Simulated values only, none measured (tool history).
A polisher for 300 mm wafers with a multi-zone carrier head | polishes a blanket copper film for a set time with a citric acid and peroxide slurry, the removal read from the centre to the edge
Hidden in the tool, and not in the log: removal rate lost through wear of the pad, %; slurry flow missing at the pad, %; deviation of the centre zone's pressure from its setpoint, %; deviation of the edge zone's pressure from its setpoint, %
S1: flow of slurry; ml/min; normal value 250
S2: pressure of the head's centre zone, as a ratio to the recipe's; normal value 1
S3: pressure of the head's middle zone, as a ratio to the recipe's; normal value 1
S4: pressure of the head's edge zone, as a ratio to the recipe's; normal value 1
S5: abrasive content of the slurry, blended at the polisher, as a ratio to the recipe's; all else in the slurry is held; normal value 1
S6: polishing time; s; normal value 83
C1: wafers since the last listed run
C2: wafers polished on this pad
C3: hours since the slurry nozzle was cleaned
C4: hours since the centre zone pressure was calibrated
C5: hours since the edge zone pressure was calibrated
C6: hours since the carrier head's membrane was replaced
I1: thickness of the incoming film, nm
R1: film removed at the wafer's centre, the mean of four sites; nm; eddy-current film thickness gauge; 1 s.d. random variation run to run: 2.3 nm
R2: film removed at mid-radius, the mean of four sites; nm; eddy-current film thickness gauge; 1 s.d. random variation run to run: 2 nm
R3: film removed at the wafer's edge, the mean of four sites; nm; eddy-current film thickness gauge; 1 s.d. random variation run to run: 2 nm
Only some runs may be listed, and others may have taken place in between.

run	hour	S1	S2	S3	S4	S5	S6	C1	C2	C3	C4	C5	C6	I1	R1	R2	R3
1	0	250	0.95	1	1	1	83	0	1025	355.8	1041.6	410.6	943.7	911.6	149.6	171.1	167
# hour 4.5: centre zone pressure recalibrated
2	78.3	250	0.95	1	1	1	83	493	1519	434.1	73.8	488.9	1022	928.9	152.3	165.6	160.3
# hour 199.9: worn pad replaced by a new one
# hour 231.4: carrier head's membrane replaced by a new one
# hour 269.6: slurry nozzle cleaned
3	347.5	250	1	1	1	1	83	1676	916	77.9	343	758.1	116.1	924.9	158.7	173.8	167.3
4	449.5	250	1	1	1	1	83	659	1575	179.9	445	860.1	218.1	919.9	155	167.5	163.7
5	532.8	250	1	1	1	1	83	538	2114	263.2	528.3	943.4	301.4	906.3	148.7	157.2	156.8
# hour 596: worn pad replaced by a new one
6	637.6	250	1	1	1	1	95	652	269	368	633.1	1048.2	406.2	929.7	184.7	196.3	199.5
# hour 676.7: edge zone pressure recalibrated
7	708.4	250	1	1	1	1	95	445	714	438.8	703.9	31.7	477	920.6	190.5	194.2	193.6
# hour 816.7: slurry nozzle cleaned
8	889.8	250	1	1	1	1	95	1166	1881	73.1	885.3	213.1	658.4	923.4	174.6	190.2	185.6
9	995.6	250	1	1	1	1.1	63	684	2565	178.9	991.1	318.9	764.2	909.3	113.7	119.1	118
# hour 1005: worn pad replaced by a new one
10	1097.9	280	1.05	1	1	1	83	635	600	281.2	1093.4	421.2	866.5	922.3	174.9	175.9	172.4
11	1161.3	280	1	1	0.91	0.9	108	410	1011	344.6	1156.8	484.6	929.9	928.5	206.2	215.3	210.4
12	1216.2	175	1	1	1	1.2	83	355	1366	399.5	1211.7	539.5	984.8	936.2	161.8	169.1	169.1
# hour 1218.3: centre zone pressure recalibrated
13	1267.4	250	1	1	1	1	83	318	1684	450.7	49.1	590.7	1036	920.7	155.2	166.4	164.2
14	1357.2	250	0.94	1	1	1	83	580	2265	540.5	138.9	680.5	1125.8	914.3	138.1	155	154.2
# hour 1396.7: carrier head's membrane replaced by a new one
# hour 1399.4: worn pad replaced by a new one
15	1405.3	250	1	1	1	1	83	261	38	588.6	187	728.6	8.6	907.8	166.8	174.2	176.3
# hour 1419.3: slurry nozzle cleaned
16	1470.7	250	1	0.89	1	1	83	416	454	51.4	252.4	794	74	909.8	162.9	163.2	172.4
17	1570	250	1.07	1.03	1	1	83	642	1096	150.7	351.7	893.3	173.3	913.6	171.3	176.2	170.3
18	1672.1	310	1	1	0.94	0.8	83	660	1757	252.8	453.8	995.4	275.4	901.7	149.4	158.3	156.8
19	1722.6	250	1	1	1.05	1	83	326	2084	303.3	504.3	1045.9	325.9	908.5	152.3	163	167.4
# hour 1752.4: edge zone pressure recalibrated
# hour 1787.2: worn pad replaced by a new one
20	1822	250	1	1	1	1.1	83	604	225	402.7	603.7	69.6	425.3	918.9	166.5	177.4	173.6

5 options for the next run, each taken on its own from the tool as it stands now. Forecast them:
A	1822.5	250	1	1	1	1	83	3	228	403.2	604.2	70.1	425.8	920.2	?	?	?
B	1822.5	250	1	0.9	1.05	0.9	83	3	228	403.2	604.2	70.1	425.8	920.2	?	?	?
C	1822.5	285	1	1	1	1	65	3	228	403.2	604.2	70.1	425.8	920.2	?	?	?
D	1822.5	250	1.08	1	1	1	83	3	228	403.2	604.2	70.1	425.8	920.2	?	?	?
E	1822.5	200	1	1	1.11	1	68	3	228	403.2	604.2	70.1	425.8	920.2	?	?	?

run	R1	R2	R3
A	160.8	175.1	173.3
B	156.5	159.9	172.2
C	127.4	138.6	136.8
D	173.8	175.1	173.3
E	129.1	140.8	146.2
With the hidden condition removed and each run's random variation left untouched, the same runs would have given:
run	R1	R2	R3
A	163.5	178.1	176.2
B	159.1	162.6	175.1
C	129.5	140.9	139.1
D	176.7	178	176.2
E	131.3	143.2	148.6
